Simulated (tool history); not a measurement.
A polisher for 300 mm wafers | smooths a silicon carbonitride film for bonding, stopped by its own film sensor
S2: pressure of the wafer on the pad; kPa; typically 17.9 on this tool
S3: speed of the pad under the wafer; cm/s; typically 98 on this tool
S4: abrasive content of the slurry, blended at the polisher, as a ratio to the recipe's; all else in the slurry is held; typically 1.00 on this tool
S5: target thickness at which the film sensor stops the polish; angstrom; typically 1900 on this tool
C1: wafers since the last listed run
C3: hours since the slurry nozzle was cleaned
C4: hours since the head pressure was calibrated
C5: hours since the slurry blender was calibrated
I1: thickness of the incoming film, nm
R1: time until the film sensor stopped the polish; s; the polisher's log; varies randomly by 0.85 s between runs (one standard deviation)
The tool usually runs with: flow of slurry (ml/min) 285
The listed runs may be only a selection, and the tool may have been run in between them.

run 1 day=0.000 | flow_of_slurry_(ml/min)=260 S2=17.9 S3=98 S4=1.00 S5=1900 | C1=0 wafers_polished_on_this_pad=322 C3=528.2 C4=193.6 C5=314.4 | I1=220.9 | R1=91.8
-- day=3.421 slurry nozzle cleaned
-- day=3.508 slurry blender recalibrated
run 2 day=3.529 | flow_of_slurry_(ml/min)=260 S2=17.9 S3=98 S4=1.00 S5=1900 | C1=661 wafers_polished_on_this_pad=984 C3=2.6 C4=278.3 C5=0.5 | I1=219.4 | R1=91.8
run 3 day=6.092 | flow_of_slurry_(ml/min)=260 S2=17.9 S3=98 S4=1.00 S5=1900 | C1=498 wafers_polished_on_this_pad=1482 C3=64.1 C4=339.8 C5=62.0 | I1=221.1 | R1=97.9
run 4 day=7.654 | flow_of_slurry_(ml/min)=285 S2=17.9 S3=98 S4=1.00 S5=1900 | C1=303 wafers_polished_on_this_pad=1786 C3=101.6 C4=377.3 C5=99.5 | I1=219.8 | R1=93.0
run 5 day=10.017 | flow_of_slurry_(ml/min)=285 S2=17.9 S3=98 S4=1.00 S5=1900 | C1=459 wafers_polished_on_this_pad=2246 C3=158.3 C4=434.0 C5=156.2 | I1=224.1 | R1=107.3
-- day=11.575 worn pad replaced by a new one
-- day=12.683 head pressure recalibrated
run 6 day=13.367 | flow_of_slurry_(ml/min)=285 S2=21.4 S3=98 S4=1.00 S5=1900 | C1=602 wafers_polished_on_this_pad=331 C3=238.7 C4=16.4 C5=236.6 | I1=222.7 | R1=80.9
run 7 day=15.821 | flow_of_slurry_(ml/min)=285 S2=21.4 S3=98 S4=1.00 S5=1900 | C1=477 wafers_polished_on_this_pad=809 C3=297.6 C4=75.3 C5=295.5 | I1=217.4 | R1=71.4
-- day=17.479 slurry blender recalibrated
run 8 day=17.954 | flow_of_slurry_(ml/min)=285 S2=21.4 S3=98 S4=1.00 S5=1900 | C1=398 wafers_polished_on_this_pad=1207 C3=348.8 C4=126.5 C5=11.4 | I1=219.0 | R1=75.9
run 9 day=20.762 | flow_of_slurry_(ml/min)=285 S2=17.9 S3=98 S4=0.85 S5=1860 | C1=546 wafers_polished_on_this_pad=1753 C3=416.2 C4=193.9 C5=78.8 | I1=221.7 | R1=125.0
run 10 day=23.938 | flow_of_slurry_(ml/min)=285 S2=17.9 S3=98 S4=0.85 S5=1860 | C1=617 wafers_polished_on_this_pad=2371 C3=492.4 C4=270.1 C5=155.0 | I1=220.6 | R1=122.3
run 11 day=25.825 | flow_of_slurry_(ml/min)=285 S2=17.9 S3=98 S4=0.85 S5=1860 | C1=367 wafers_polished_on_this_pad=2738 C3=537.7 C4=315.4 C5=200.3 | I1=216.5 | R1=108.9
-- day=27.167 worn pad replaced by a new one
-- day=27.483 slurry nozzle cleaned
run 12 day=29.188 | flow_of_slurry_(ml/min)=285 S2=17.9 S3=98 S4=1.00 S5=1900 | C1=613 wafers_polished_on_this_pad=384 C3=40.9 C4=396.1 C5=281.0 | I1=221.8 | R1=94.2
run 13 day=31.162 | flow_of_slurry_(ml/min)=285 S2=17.9 S3=98 S4=1.00 S5=1900 | C1=384 wafers_polished_on_this_pad=769 C3=88.3 C4=443.5 C5=328.4 | I1=223.9 | R1=103.4
run 14 day=32.733 | flow_of_slurry_(ml/min)=245 S2=20.0 S3=80 S4=1.30 S5=1900 | C1=305 wafers_polished_on_this_pad=1074 C3=126.0 C4=481.2 C5=366.1 | I1=217.3 | R1=78.7
-- day=32.854 slurry blender recalibrated
-- day=33.558 head pressure recalibrated
run 15 day=35.750 | flow_of_slurry_(ml/min)=230 S2=17.9 S3=126 S4=1.25 S5=1900 | C1=554 wafers_polished_on_this_pad=1628 C3=198.4 C4=52.6 C5=69.5 | I1=217.1 | R1=64.2
run 16 day=37.992 | flow_of_slurry_(ml/min)=285 S2=17.9 S3=98 S4=1.00 S5=1900 | C1=435 wafers_polished_on_this_pad=2064 C3=252.2 C4=106.4 C5=123.3 | I1=219.5 | R1=93.9
run 17 day=40.475 | flow_of_slurry_(ml/min)=345 S2=17.9 S3=78 S4=1.30 S5=1900 | C1=482 wafers_polished_on_this_pad=2547 C3=311.8 C4=166.0 C5=182.9 | I1=218.0 | R1=93.2
-- day=41.942 worn pad replaced by a new one
run 18 day=42.425 | flow_of_slurry_(ml/min)=285 S2=17.9 S3=98 S4=1.00 S5=1900 | C1=346 wafers_polished_on_this_pad=93 C3=358.6 C4=212.8 C5=229.7 | I1=220.9 | R1=89.2
run 19 day=46.683 | flow_of_slurry_(ml/min)=245 S2=15.2 S3=98 S4=1.00 S5=1900 | C1=828 wafers_polished_on_this_pad=921 C3=460.8 C4=315.0 C5=331.9 | I1=222.1 | R1=120.0
-- day=47.188 slurry blender recalibrated
run 20 day=50.946 | flow_of_slurry_(ml/min)=285 S2=17.9 S3=124 S4=1.00 S5=1980 | C1=812 wafers_polished_on_this_pad=1734 C3=563.1 C4=417.3 C5=90.2 | I1=224.8 | R1=69.1
-- day=53.175 slurry nozzle cleaned
-- day=53.958 head pressure recalibrated
-- day=57.246 worn pad replaced by a new one
run 21 day=61.008 | flow_of_slurry_(ml/min)=375 S2=17.9 S3=122 S4=1.15 S5=1900 | C1=1899 wafers_polished_on_this_pad=731 C3=188.0 C4=169.2 C5=331.7 | I1=220.0 | R1=69.2
-- day=63.875 slurry blender recalibrated
run 22 day=64.133 | flow_of_slurry_(ml/min)=285 S2=17.9 S3=98 S4=1.00 S5=1900 | C1=591 wafers_polished_on_this_pad=1323 C3=263.0 C4=244.2 C5=6.2 | I1=216.9 | R1=83.3
run 23 day=66.421 | flow_of_slurry_(ml/min)=250 S2=17.9 S3=98 S4=1.00 S5=1900 | C1=444 wafers_polished_on_this_pad=1767 C3=317.9 C4=299.1 C5=61.1 | I1=222.7 | R1=104.3
run 24 day=69.821 | flow_of_slurry_(ml/min)=285 S2=17.9 S3=98 S4=1.00 S5=1900 | C1=661 wafers_polished_on_this_pad=2429 C3=399.5 C4=380.7 C5=142.7 | I1=219.2 | R1=91.1
-- day=70.392 worn pad replaced by a new one
run 25 day=73.617 | flow_of_slurry_(ml/min)=285 S2=17.9 S3=98 S4=1.00 S5=1900 | C1=705 wafers_polished_on_this_pad=626 C3=490.6 C4=471.8 C5=233.8 | I1=222.1 | R1=98.2
-- day=74.342 slurry nozzle cleaned
run 26 day=75.171 | flow_of_slurry_(ml/min)=285 S2=12.4 S3=98 S4=1.00 S5=1950 | C1=294 wafers_polished_on_this_pad=921 C3=19.9 C4=509.1 C5=271.1 | I1=217.8 | R1=104.7

Below, some changes in R1 between adjacent runs. For each, the amount present without the hidden state too (settings, incoming material, random variation) and the amount remaining for the hidden state with gauge scatter not shared by both compared results:
The tool's hidden condition here consists of: removal rate lost through wear of the pad, %; slurry flow missing at the pad, %; deviation of the head's pressure from its setpoint, %; abrasive missing from the slurry, %.
Run 5 -> 6: S2 17.9 -> 21.4, worn pad replaced by a new one, head pressure recalibrated. R1 -26.4 s: hidden state -9.0, all else -17.4.
Run 8 -> 9: S2 21.4 -> 17.9, S4 1.00 -> 0.85, S5 1900 -> 1860. R1 +49.1 s: hidden state +6.8, all else +42.3.
Run 17 -> 18: flow of slurry (ml/min) 345 -> 285, S3 78 -> 98, S4 1.30 -> 1.00, worn pad replaced by a new one. R1 -4.0 s: hidden state -10.7, all else +6.7.
Run 19 -> 20: flow of slurry (ml/min) 245 -> 285, S2 15.2 -> 17.9, S3 98 -> 124, S5 1900 -> 1980, slurry blender recalibrated. R1 -50.9 s: hidden state -2.1, all else -48.8.
